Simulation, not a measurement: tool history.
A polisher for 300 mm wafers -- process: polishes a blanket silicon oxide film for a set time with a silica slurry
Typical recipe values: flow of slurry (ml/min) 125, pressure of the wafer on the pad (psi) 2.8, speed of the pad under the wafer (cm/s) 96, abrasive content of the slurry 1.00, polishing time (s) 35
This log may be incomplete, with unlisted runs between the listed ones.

| run | hour | flow of slurry (ml/min) | pressure of the wafer on the pad (psi) | speed of the pad under the wafer (cm/s) | abrasive content of the slurry | polishing time (s) | wafers since the last listed run | wafers polished on this pad | hours since the slurry nozzle was cleaned | hours since the head pressure was calibrated | hours since the slurry blender was calibrated | hours since the conditioning disc was replaced | incoming thickness of the incoming film, nm | film removed (angstrom) |
|---|---|---|---|---|---|---|---|---|---|---|---|---|---|---|
| 1 | 0.0 | 125 | 2.8 | 96 | 1.00 | 35 | 0 | 149 | 270.4 | 904.1 | 294.8 | 7.3 | 1641.6 | 594 |
| 2 | 56.2 | 125 | 2.8 | 96 | 1.00 | 35 | 484 | 633 | 326.6 | 960.3 | 351.0 | 63.5 | 1660.3 | 592 |
|  | 78.0 | slurry blender recalibrated |
| 3 | 123.9 | 125 | 2.8 | 82 | 1.00 | 35 | 566 | 1200 | 394.3 | 1028.0 | 45.9 | 131.2 | 1673.0 | 524 |
|  | 152.6 | head pressure recalibrated |
| 4 | 187.3 | 125 | 2.8 | 84 | 1.00 | 35 | 529 | 1729 | 457.7 | 34.7 | 109.3 | 194.6 | 1661.3 | 527 |
| 5 | 215.0 | 125 | 2.8 | 84 | 1.00 | 35 | 238 | 1968 | 485.4 | 62.4 | 137.0 | 222.3 | 1643.0 | 528 |
| 6 | 254.0 | 125 | 2.8 | 96 | 1.00 | 35 | 336 | 2304 | 524.4 | 101.4 | 176.0 | 261.3 | 1663.7 | 590 |
|  | 261.4 | slurry nozzle cleaned |
| 7 | 286.5 | 125 | 2.8 | 96 | 1.00 | 35 | 271 | 2576 | 25.1 | 133.9 | 208.5 | 293.8 | 1672.7 | 586 |
| 8 | 319.3 | 135 | 2.8 | 96 | 1.00 | 35 | 282 | 2859 | 57.9 | 166.7 | 241.3 | 326.6 | 1629.2 | 597 |
|  | 339.5 | worn pad replaced by a new one |
| 9 | 351.0 | 135 | 2.8 | 96 | 1.00 | 35 | 238 | 99 | 89.6 | 198.4 | 273.0 | 358.3 | 1677.6 | 601 |
|  | 387.1 | slurry blender recalibrated |
| 10 | 422.4 | 125 | 2.8 | 96 | 1.00 | 35 | 598 | 697 | 161.0 | 269.8 | 35.3 | 429.7 | 1649.9 | 588 |
| 11 | 480.4 | 125 | 2.8 | 96 | 1.00 | 35 | 500 | 1198 | 219.0 | 327.8 | 93.3 | 487.7 | 1677.7 | 596 |
| 12 | 521.4 | 90 | 2.8 | 96 | 1.00 | 28 | 353 | 1551 | 260.0 | 368.8 | 134.3 | 528.7 | 1678.3 | 438 |
| 13 | 572.3 | 140 | 2.1 | 86 | 1.15 | 35 | 438 | 1990 | 310.9 | 419.7 | 185.2 | 579.6 | 1680.9 | 429 |
| 14 | 634.0 | 90 | 2.8 | 96 | 1.20 | 35 | 532 | 2522 | 372.6 | 481.4 | 246.9 | 641.3 | 1647.9 | 582 |
|  | 645.6 | worn pad replaced by a new one |
|  | 647.0 | conditioning disc replaced and pad reconditioned |
| 15 | 684.5 | 125 | 1.9 | 116 | 1.00 | 35 | 388 | 323 | 423.1 | 531.9 | 297.4 | 37.5 | 1663.5 | 474 |
|  | 694.6 | slurry blender recalibrated |
| 16 | 708.7 | 125 | 2.8 | 96 | 1.00 | 35 | 191 | 514 | 447.3 | 556.1 | 14.1 | 61.7 | 1650.1 | 593 |
|  | 767.1 | slurry nozzle cleaned |
| 17 | 767.6 | 125 | 2.8 | 96 | 1.20 | 35 | 499 | 1013 | 0.5 | 615.0 | 73.0 | 120.6 | 1690.4 | 624 |
| 18 | 833.1 | 170 | 2.8 | 68 | 1.00 | 35 | 564 | 1578 | 66.0 | 680.5 | 138.5 | 186.1 | 1687.4 | 471 |
| 19 | 885.2 | 125 | 2.8 | 108 | 1.00 | 35 | 449 | 2027 | 118.1 | 732.6 | 190.6 | 238.2 | 1636.0 | 654 |
| 20 | 936.9 | 145 | 2.3 | 112 | 1.00 | 42 | 445 | 2473 | 169.8 | 784.3 | 242.3 | 289.9 | 1641.0 | 680 |
|  | 972.8 | worn pad replaced by a new one |
| 21 | 1008.4 | 125 | 2.8 | 96 | 1.00 | 40 | 582 | 306 | 241.3 | 855.8 | 313.8 | 361.4 | 1630.5 | 668 |

Run 22 has not been measured yet. What should we expect?
|  | 1029.2 | slurry blender recalibrated |
| 22 | 1033.6 | 125 | 2.8 | 96 | 1.00 | 35 | 200 | 506 | 266.5 | 881.0 | 4.4 | 386.6 | 1662.3 | ? |

film removed (angstrom): 595
Had the tool carried no hidden state, the very same run would have given film removed (angstrom) 595.

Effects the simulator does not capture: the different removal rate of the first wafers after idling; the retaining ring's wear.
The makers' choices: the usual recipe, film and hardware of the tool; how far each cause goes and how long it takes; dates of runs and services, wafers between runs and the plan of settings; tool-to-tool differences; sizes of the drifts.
